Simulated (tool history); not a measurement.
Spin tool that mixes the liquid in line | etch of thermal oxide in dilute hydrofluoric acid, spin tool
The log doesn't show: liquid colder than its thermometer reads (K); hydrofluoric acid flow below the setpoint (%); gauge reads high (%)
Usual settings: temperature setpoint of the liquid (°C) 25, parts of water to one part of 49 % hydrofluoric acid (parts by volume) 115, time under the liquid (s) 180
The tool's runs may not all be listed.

| run | hour | temperature setpoint of the liquid (°C) | parts of water to one part of 49 % hydrofluoric acid (parts by volume) | time under the liquid (s) | wafers since the last listed run | hours since the thermometer was replaced | hours since the hydrofluoric acid flow meter was replaced | hours since the gauge calibration | read-back film thickness of the thermal oxide reference wafer, read on the same gauge (nm) | thickness taken off the thermal oxide on a monitor wafer (angstrom) |
|---|---|---|---|---|---|---|---|---|---|---|
| 1 | 0 | 25 | 115 | 180 | 0 | 148.3 | 182.5 | 335.2 | 39.99 | 71.3 |
| 2 | 49.6 | 25 | 115 | 180 | 305 | 197.9 | 232.1 | 384.8 | 39.96 | 70.1 |
| 3 | 107.9 | 25 | 115 | 180 | 358 | 256.2 | 290.4 | 443.1 | 40.02 | 69.8 |
| 4 | 163 | 25 | 115 | 180 | 339 | 311.3 | 345.5 | 498.2 | 39.95 | 69.1 |
| 5 | 222.2 | 25 | 115 | 180 | 364 | 370.5 | 404.7 | 557.4 | 40 | 69 |
|  | 244.1 | hydrofluoric acid flow meter replaced |
| 6 | 265.4 | 25 | 115 | 180 | 259 | 413.7 | 21.3 | 600.6 | 39.99 | 72.9 |
| 7 | 311.8 | 25 | 115 | 180 | 285 | 460.1 | 67.7 | 647 | 39.98 | 71.7 |
| 8 | 450.2 | 25 | 115 | 180 | 851 | 598.5 | 206.1 | 785.4 | 39.97 | 70.3 |
| 9 | 475.2 | 25 | 115 | 180 | 153 | 623.5 | 231.1 | 810.4 | 40.01 | 69.9 |
| 10 | 530.9 | 25 | 115 | 180 | 342 | 679.2 | 286.8 | 866.1 | 40 | 69.9 |
|  | 532 | gauge calibrated |
|  | 719 | hydrofluoric acid flow meter replaced |
| 11 | 741.9 | 25 | 115 | 180 | 1292 | 890.2 | 22.9 | 209.9 | 40.04 | 72.4 |
| 12 | 766.6 | 25 | 115 | 180 | 152 | 914.9 | 47.6 | 234.6 | 39.99 | 72.5 |
| 13 | 827.2 | 25 | 115 | 180 | 373 | 975.5 | 108.2 | 295.2 | 39.99 | 72.6 |
| 14 | 894.3 | 23.5 | 70 | 85 | 413 | 1042.6 | 175.3 | 362.3 | 39.99 | 55.6 |
| 15 | 928 | 29 | 75 | 180 | 207 | 1076.3 | 209 | 396 | 40 | 135.1 |
|  | 935.4 | thermometer replaced |
| 16 | 984.3 | 25 | 115 | 180 | 340 | 48.9 | 265.3 | 452.3 | 40.02 | 69.7 |
| 17 | 1036.2 | 25 | 65 | 255 | 319 | 100.8 | 317.2 | 504.2 | 39.97 | 188.4 |
| 18 | 1107.8 | 28.5 | 60 | 150 | 440 | 172.4 | 388.8 | 575.8 | 40.01 | 135.6 |
| 19 | 1145.1 | 22 | 115 | 270 | 229 | 209.7 | 426.1 | 613.1 | 40.02 | 91 |
| 20 | 1171.3 | 20 | 90 | 210 | 161 | 235.9 | 452.3 | 639.3 | 40 | 86.7 |
| 21 | 1199.1 | 25 | 115 | 80 | 171 | 263.7 | 480.1 | 667.1 | 40 | 30.2 |
|  | 1204.6 | hydrofluoric acid flow meter replaced |
| 22 | 1231.1 | 21 | 90 | 180 | 190 | 295.7 | 26.5 | 699.1 | 40.05 | 81.8 |
| 23 | 1293 | 22.5 | 115 | 240 | 381 | 357.6 | 88.4 | 761 | 40.02 | 87.7 |

4 ways to go on from here, each from the tool as it stands after run 23. What would each give?
| A | 1293.5 | 25 | 115 | 180 | 3 | 358.1 | 88.9 | 761.5 | ? | ? |
| B | 1293.5 | 20.5 | 75 | 240 | 3 | 358.1 | 88.9 | 761.5 | ? | ? |
| C | 1293.5 | 25 | 140 | 180 | 3 | 358.1 | 88.9 | 761.5 | ? | ? |
| D | 1293.5 | 23 | 145 | 245 | 3 | 358.1 | 88.9 | 761.5 | ? | ? |

| run | read-back film thickness of the thermal oxide reference wafer, read on the same gauge (nm) | thickness taken off the thermal oxide on a monitor wafer (angstrom) |
|---|---|---|
| A | 40.02 | 71.9 |
| B | 40.02 | 128.8 |
| C | 40.02 | 57.3 |
| D | 40.02 | 69.3 |
Without the tool's hidden state the same runs would have given:
| run | thickness taken off the thermal oxide on a monitor wafer (angstrom) |
|---|---|
| A | 73.1 |
| B | 130.8 |
| C | 58.2 |
| D | 70.5 |

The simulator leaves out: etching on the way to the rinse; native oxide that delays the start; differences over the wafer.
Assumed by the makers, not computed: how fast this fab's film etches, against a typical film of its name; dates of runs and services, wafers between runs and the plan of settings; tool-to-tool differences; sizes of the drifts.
